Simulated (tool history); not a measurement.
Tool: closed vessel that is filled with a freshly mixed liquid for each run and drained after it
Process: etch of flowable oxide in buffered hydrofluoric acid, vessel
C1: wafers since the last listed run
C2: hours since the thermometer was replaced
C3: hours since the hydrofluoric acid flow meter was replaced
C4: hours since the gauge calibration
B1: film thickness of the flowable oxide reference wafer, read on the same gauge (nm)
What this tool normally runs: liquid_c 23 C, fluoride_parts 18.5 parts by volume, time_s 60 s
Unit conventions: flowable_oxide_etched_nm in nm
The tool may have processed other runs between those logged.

run 1 day=0 | liquid_c=23 fluoride_parts=16.5 time_s=60 | C1=0 C2=370.1 C3=524.2 C4=56.6 | B1=69.99 | flowable_oxide_etched_nm=151.47
run 2 day=0.283 | liquid_c=23 fluoride_parts=18.5 time_s=60 | C1=600 C2=376.9 C3=531 C4=63.4 | B1=69.99 | flowable_oxide_etched_nm=135.61
run 3 day=1.025 | liquid_c=23 fluoride_parts=18.5 time_s=60 | C1=1572 C2=394.7 C3=548.8 C4=81.2 | B1=69.98 | flowable_oxide_etched_nm=136.35
run 4 day=1.429 | liquid_c=23 fluoride_parts=18.5 time_s=60 | C1=857 C2=404.4 C3=558.5 C4=90.9 | B1=69.98 | flowable_oxide_etched_nm=135.66
run 5 day=1.867 | liquid_c=23 fluoride_parts=18.5 time_s=60 | C1=927 C2=414.9 C3=569 C4=101.4 | B1=70.01 | flowable_oxide_etched_nm=136.08
run 6 day=2.308 | liquid_c=23 fluoride_parts=18.5 time_s=60 | C1=936 C2=425.5 C3=579.6 C4=112 | B1=69.97 | flowable_oxide_etched_nm=137.25
run 7 day=2.979 | liquid_c=23 fluoride_parts=18.5 time_s=60 | C1=1422 C2=441.6 C3=595.7 C4=128.1 | B1=69.95 | flowable_oxide_etched_nm=136.12
run 8 day=3.654 | liquid_c=23 fluoride_parts=18.5 time_s=60 | C1=1431 C2=457.8 C3=611.9 C4=144.3 | B1=70.04 | flowable_oxide_etched_nm=137.38
run 9 day=3.979 | liquid_c=23 fluoride_parts=18.5 time_s=60 | C1=689 C2=465.6 C3=619.7 C4=152.1 | B1=70.05 | flowable_oxide_etched_nm=137.27
run 10 day=4.396 | liquid_c=23 fluoride_parts=18.5 time_s=60 | C1=883 C2=475.6 C3=629.7 C4=162.1 | B1=70.02 | flowable_oxide_etched_nm=136.56
run 11 day=4.833 | liquid_c=23 fluoride_parts=18.5 time_s=60 | C1=927 C2=486.1 C3=640.2 C4=172.6 | B1=70.01 | flowable_oxide_etched_nm=136.13
run 12 day=5.496 | liquid_c=23 fluoride_parts=18.5 time_s=60 | C1=1404 C2=502 C3=656.1 C4=188.5 | B1=70.05 | flowable_oxide_etched_nm=136.54
run 13 day=6.117 | liquid_c=23 fluoride_parts=18.5 time_s=80 | C1=1316 C2=516.9 C3=671 C4=203.4 | B1=70 | flowable_oxide_etched_nm=182.89
-- day=6.325 thermometer replaced
run 14 day=6.792 | liquid_c=27 fluoride_parts=26 time_s=35 | C1=1343 C2=11.2 C3=687.2 C4=219.6 | B1=70.02 | flowable_oxide_etched_nm=75.58
run 15 day=7.5 | liquid_c=18 fluoride_parts=13.5 time_s=60 | C1=1502 C2=28.2 C3=704.2 C4=236.6 | B1=70.02 | flowable_oxide_etched_nm=141.43
-- day=7.571 hydrofluoric acid flow meter replaced
-- day=8.021 gauge calibrated
run 16 day=8.054 | liquid_c=23 fluoride_parts=23.5 time_s=60 | C1=1086 C2=41.5 C3=11.6 C4=0.8 | B1=70.01 | flowable_oxide_etched_nm=107.42
run 17 day=8.608 | liquid_c=23 fluoride_parts=11 time_s=60 | C1=1175 C2=54.8 C3=24.9 C4=14.1 | B1=69.98 | flowable_oxide_etched_nm=215.49
run 18 day=9.354 | liquid_c=23 fluoride_parts=18.5 time_s=35 | C1=1581 C2=72.7 C3=42.8 C4=32 | B1=69.99 | flowable_oxide_etched_nm=75.77
run 19 day=9.858 | liquid_c=21.5 fluoride_parts=21 time_s=70 | C1=1069 C2=84.8 C3=54.9 C4=44.1 | B1=69.95 | flowable_oxide_etched_nm=124.95
run 20 day=10.121 | liquid_c=27.5 fluoride_parts=16 time_s=60 | C1=556 C2=91.1 C3=61.2 C4=50.4 | B1=70.01 | flowable_oxide_etched_nm=192.86

Pick out some run-to-run changes in flowable_oxide_etched_nm. Of each, how much would a tool without hidden state show as well, from the settings, what came in and chance, and how much is left for the hidden state and any gauge scatter not in both results compared?
What the log doesn't record here: liquid hotter than its thermometer reads (K); hydrofluoric acid flow above the setpoint (%); gauge reads high (%).
Run 13 -> 14: liquid_c 23 -> 27, fluoride_parts 18.5 -> 26, time_s 80 -> 35, thermometer replaced. flowable_oxide_etched_nm -107.31 nm: hidden state -7.29, all else -100.02.
Run 15 -> 16: liquid_c 18 -> 23, fluoride_parts 13.5 -> 23.5, hydrofluoric acid flow meter replaced, gauge calibrated. flowable_oxide_etched_nm -34.01 nm: hidden state -8.06, all else -25.95.
Run 16 -> 17: fluoride_parts 23.5 -> 11. flowable_oxide_etched_nm +108.07 nm: hidden state +0.71, all else +107.36.
Run 17 -> 18: fluoride_parts 11 -> 18.5, time_s 60 -> 35. flowable_oxide_etched_nm -139.72 nm: hidden state -0.5, all else -139.22.
